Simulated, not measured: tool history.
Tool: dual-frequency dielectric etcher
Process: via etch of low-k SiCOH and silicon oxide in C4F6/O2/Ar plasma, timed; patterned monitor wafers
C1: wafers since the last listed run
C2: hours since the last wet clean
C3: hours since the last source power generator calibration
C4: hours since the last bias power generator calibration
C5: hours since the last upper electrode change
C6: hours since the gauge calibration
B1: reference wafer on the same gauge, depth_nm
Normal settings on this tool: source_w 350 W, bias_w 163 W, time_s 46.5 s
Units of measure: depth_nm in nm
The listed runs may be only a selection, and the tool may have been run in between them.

Run 1, hour 0.0: usual settings; C1 0; C2 516.3; C3 3767.5; C4 2117.3; C5 4138.1; C6 68.3; B1 96.6. Result: depth_nm 98.4 nm.
At hour 19.9: wet clean of the chamber.
Run 2, hour 38.4: usual settings; C1 242; C2 18.5; C3 3805.9; C4 2155.7; C5 4176.5; C6 106.7; B1 96.6. Result: depth_nm 98.6 nm.
Run 3, hour 97.9: usual settings; C1 780; C2 78.0; C3 3865.4; C4 2215.2; C5 4236.0; C6 166.2; B1 96.5. Result: depth_nm 98.5 nm.
Run 4, hour 163.0: usual settings but source_w 290 W, time_s 51.5 s; C1 854; C2 143.1; C3 3930.5; C4 2280.3; C5 4301.1; C6 231.3; B1 96.5. Result: depth_nm 102.1 nm.
Run 5, hour 220.7: usual settings but source_w 290 W, time_s 51.5 s; C1 757; C2 200.8; C3 3988.2; C4 2338.0; C5 4358.8; C6 289.0; B1 96.6. Result: depth_nm 102.3 nm.
Run 6, hour 246.8: usual settings but source_w 290 W, time_s 51.5 s; C1 342; C2 226.9; C3 4014.3; C4 2364.1; C5 4384.9; C6 315.1; B1 96.4. Result: depth_nm 102.0 nm.
Run 7, hour 290.6: usual settings but time_s 39.0 s; C1 574; C2 270.7; C3 4058.1; C4 2407.9; C5 4428.7; C6 358.9; B1 96.5. Result: depth_nm 82.6 nm.
Run 8, hour 316.6: usual settings but time_s 39.0 s; C1 341; C2 296.7; C3 4084.1; C4 2433.9; C5 4454.7; C6 384.9; B1 96.4. Result: depth_nm 82.4 nm.
Run 9, hour 371.6: usual settings but time_s 39.0 s; C1 721; C2 351.7; C3 4139.1; C4 2488.9; C5 4509.7; C6 439.9; B1 96.5. Result: depth_nm 82.7 nm.
At hour 402.9: bias power generator calibrated.
Run 10, hour 419.0: usual settings but source_w 310 W; C1 569; C2 399.1; C3 4186.5; C4 16.1; C5 4557.1; C6 487.3; B1 96.6. Result: depth_nm 92.8 nm.
At hour 458.8: source power generator calibrated.
Run 11, hour 477.8: usual settings but source_w 310 W; C1 719; C2 457.9; C3 19.0; C4 74.9; C5 4615.9; C6 546.1; B1 96.5. Result: depth_nm 92.7 nm.
Run 12, hour 536.0: usual settings but source_w 310 W; C1 763; C2 516.1; C3 77.2; C4 133.1; C5 4674.1; C6 604.3; B1 96.5. Result: depth_nm 92.7 nm.
Run 13, hour 598.1: usual settings; C1 815; C2 578.2; C3 139.3; C4 195.2; C5 4736.2; C6 666.4; B1 96.5. Result: depth_nm 97.0 nm.

Expected results for the next run?
At hour 658.7: gauge calibrated.
At hour 670.6: wet clean of the chamber.
Run 14, hour 671.1: usual settings but source_w 430 W, bias_w 186 W, time_s 50.5 s; C1 643; C2 0.5; C3 212.3; C4 268.2; C5 4809.2; C6 12.4; B1 ?. Result: depth_nm ?.

{"run 14": {"B1": 96.5, "depth_nm": 119.0}}
Minus the tool's unlogged condition, the same run would have read depth_nm 118.8 nm.

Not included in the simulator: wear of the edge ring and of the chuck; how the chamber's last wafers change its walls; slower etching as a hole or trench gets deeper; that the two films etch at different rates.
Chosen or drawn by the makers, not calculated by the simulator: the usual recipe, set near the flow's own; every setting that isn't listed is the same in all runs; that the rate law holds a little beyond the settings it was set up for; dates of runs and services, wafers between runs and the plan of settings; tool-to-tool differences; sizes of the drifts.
